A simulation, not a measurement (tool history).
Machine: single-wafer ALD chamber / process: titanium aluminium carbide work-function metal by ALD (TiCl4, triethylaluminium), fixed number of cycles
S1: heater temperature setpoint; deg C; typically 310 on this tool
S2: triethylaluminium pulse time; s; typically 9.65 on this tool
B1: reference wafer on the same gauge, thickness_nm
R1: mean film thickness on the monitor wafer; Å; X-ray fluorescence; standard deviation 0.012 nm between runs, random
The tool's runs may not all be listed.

{"run": 1, "hour": 0.0, "S1": 316, "S2": 9.65, "B1": 1.919, "R1": 22.71}
{"run": 2, "hour": 102.7, "S1": 318, "S2": 9.65, "B1": 1.924, "R1": 22.67}
{"run": 3, "hour": 140.7, "S1": 318, "S2": 9.65, "B1": 1.916, "R1": 22.86}
{"run": 4, "hour": 183.0, "S1": 298, "S2": 6.74, "B1": 1.92, "R1": 19.48}
{"run": 5, "hour": 232.9, "S1": 310, "S2": 9.65, "B1": 1.916, "R1": 22.18}
{"run": 6, "hour": 325.8, "S1": 310, "S2": 9.65, "B1": 1.922, "R1": 22.2}
{"run": 7, "hour": 532.3, "S1": 310, "S2": 9.65, "B1": 1.916, "R1": 21.95}
{"hour": 579.5, "done": "gauge calibrated"}
{"run": 8, "hour": 625.9, "S1": 310, "S2": 9.65, "B1": 1.916, "R1": 21.8}
{"run": 9, "hour": 731.9, "S1": 310, "S2": 9.65, "B1": 1.92, "R1": 21.96}
{"run": 10, "hour": 812.9, "S1": 296, "S2": 9.65, "B1": 1.919, "R1": 20.59}
{"run": 11, "hour": 854.5, "S1": 319, "S2": 9.65, "B1": 1.922, "R1": 22.63}
{"hour": 902.4, "done": "triethylaluminium bottle replaced"}
{"hour": 911.2, "done": "showerhead replaced, of another model than before"}
{"hour": 957.2, "done": "thermocouple changed; heater temperature recalibrated"}
{"run": 12, "hour": 957.7, "S1": 310, "S2": 13.26, "B1": 1.913, "R1": 23.16}
{"run": 13, "hour": 993.9, "S1": 310, "S2": 8.63, "B1": 1.919, "R1": 21.91}
{"run": 14, "hour": 1144.1, "S1": 301, "S2": 6.9, "B1": 1.92, "R1": 19.36}
{"run": 15, "hour": 1202.3, "S1": 310, "S2": 9.65, "B1": 1.919, "R1": 22.43}
{"run": 16, "hour": 1274.3, "S1": 310, "S2": 9.65, "B1": 1.92, "R1": 22.2}
{"hour": 1317.7, "done": "gauge calibrated"}
{"run": 17, "hour": 1339.3, "S1": 318, "S2": 7.67, "B1": 1.916, "R1": 21.49}

Run 18, settings as shown, results not yet in. Your forecast:
{"run": 18, "hour": 1377.0, "S1": 322, "S2": 11.47, "B1": "?", "R1": "?"}

{"run 18": {"B1": 1.921, "R1": 23.94}}
The same run, on a tool lacking any hidden state, would have yielded R1 24.13 Å.
